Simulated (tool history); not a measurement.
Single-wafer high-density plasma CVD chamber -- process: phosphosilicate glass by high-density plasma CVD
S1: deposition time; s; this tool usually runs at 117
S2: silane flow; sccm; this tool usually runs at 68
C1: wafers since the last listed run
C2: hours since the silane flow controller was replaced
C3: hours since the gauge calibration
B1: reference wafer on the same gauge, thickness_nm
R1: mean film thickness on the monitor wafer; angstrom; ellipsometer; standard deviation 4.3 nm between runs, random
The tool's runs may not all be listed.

Run 1, hour 0: usual settings but S2 72 sccm; C1 0; C2 1700.7; C3 487.9; B1 924.858. Result: R1 8055.82 angstrom.
Run 2, hour 66.7: usual settings but S2 72 sccm; C1 875; C2 1767.4; C3 554.6; B1 928.226. Result: R1 8042.3 angstrom.
Run 3, hour 98: usual settings but S2 72 sccm; C1 411; C2 1798.7; C3 585.9; B1 926.376. Result: R1 7975.09 angstrom.
Run 4, hour 163.8: usual settings; C1 864; C2 1864.5; C3 651.7; B1 927.589. Result: R1 7710.08 angstrom.
Run 5, hour 192.3: usual settings; C1 374; C2 1893; C3 680.2; B1 927.431. Result: R1 7663.48 angstrom.
Run 6, hour 228.4: usual settings; C1 474; C2 1929.1; C3 716.3; B1 926.904. Result: R1 7640 angstrom.
Run 7, hour 268.3: usual settings; C1 523; C2 1969; C3 756.2; B1 926.293. Result: R1 7642.86 angstrom.
Run 8, hour 311.5: usual settings; C1 567; C2 2012.2; C3 799.4; B1 926.712. Result: R1 7728.4 angstrom.
Run 9, hour 341.6: usual settings; C1 395; C2 2042.3; C3 829.5; B1 926.906. Result: R1 7699.76 angstrom.
At hour 410.8: gauge calibrated.
Run 10, hour 553.5: usual settings; C1 2782; C2 2254.2; C3 142.7; B1 926.189. Result: R1 7607.81 angstrom.
Run 11, hour 624.8: usual settings; C1 936; C2 2325.5; C3 214; B1 927.243. Result: R1 7623.03 angstrom.
Run 12, hour 673.5: usual settings; C1 639; C2 2374.2; C3 262.7; B1 927.844. Result: R1 7657.69 angstrom.
Run 13, hour 712.4: usual settings but S2 80 sccm; C1 510; C2 2413.1; C3 301.6; B1 926.693. Result: R1 8804.38 angstrom.
Run 14, hour 775.4: usual settings; C1 827; C2 2476.1; C3 364.6; B1 925.936. Result: R1 7616.75 angstrom.
Run 15, hour 806: usual settings; C1 401; C2 2506.7; C3 395.2; B1 928.122. Result: R1 7604.2 angstrom.
Run 16, hour 849.7: usual settings but S2 74 sccm; C1 573; C2 2550.4; C3 438.9; B1 926.806. Result: R1 8288.38 angstrom.
At hour 907.7: silane flow controller replaced.
Run 17, hour 910.5: usual settings but S2 72 sccm; C1 693; C2 2.8; C3 499.7; B1 925.765. Result: R1 8507.33 angstrom.
Run 18, hour 952.4: usual settings but S1 105 s, S2 75 sccm; C1 550; C2 44.7; C3 541.6; B1 925.574. Result: R1 7832.2 angstrom.
Run 19, hour 1016.3: usual settings but S1 139 s, S2 81 sccm; C1 839; C2 108.6; C3 605.5; B1 926.098. Result: R1 11103.95 angstrom.

Run 20, settings as shown, results not yet in. Your forecast:
Run 20, hour 1068: usual settings but S1 135 s; C1 678; C2 160.3; C3 657.2; B1 ?. Result: R1 ?.

B1: 926.637
R1: 9202.85 angstrom
With no hidden state in the tool, this same run would have given R1 9270.67 angstrom.

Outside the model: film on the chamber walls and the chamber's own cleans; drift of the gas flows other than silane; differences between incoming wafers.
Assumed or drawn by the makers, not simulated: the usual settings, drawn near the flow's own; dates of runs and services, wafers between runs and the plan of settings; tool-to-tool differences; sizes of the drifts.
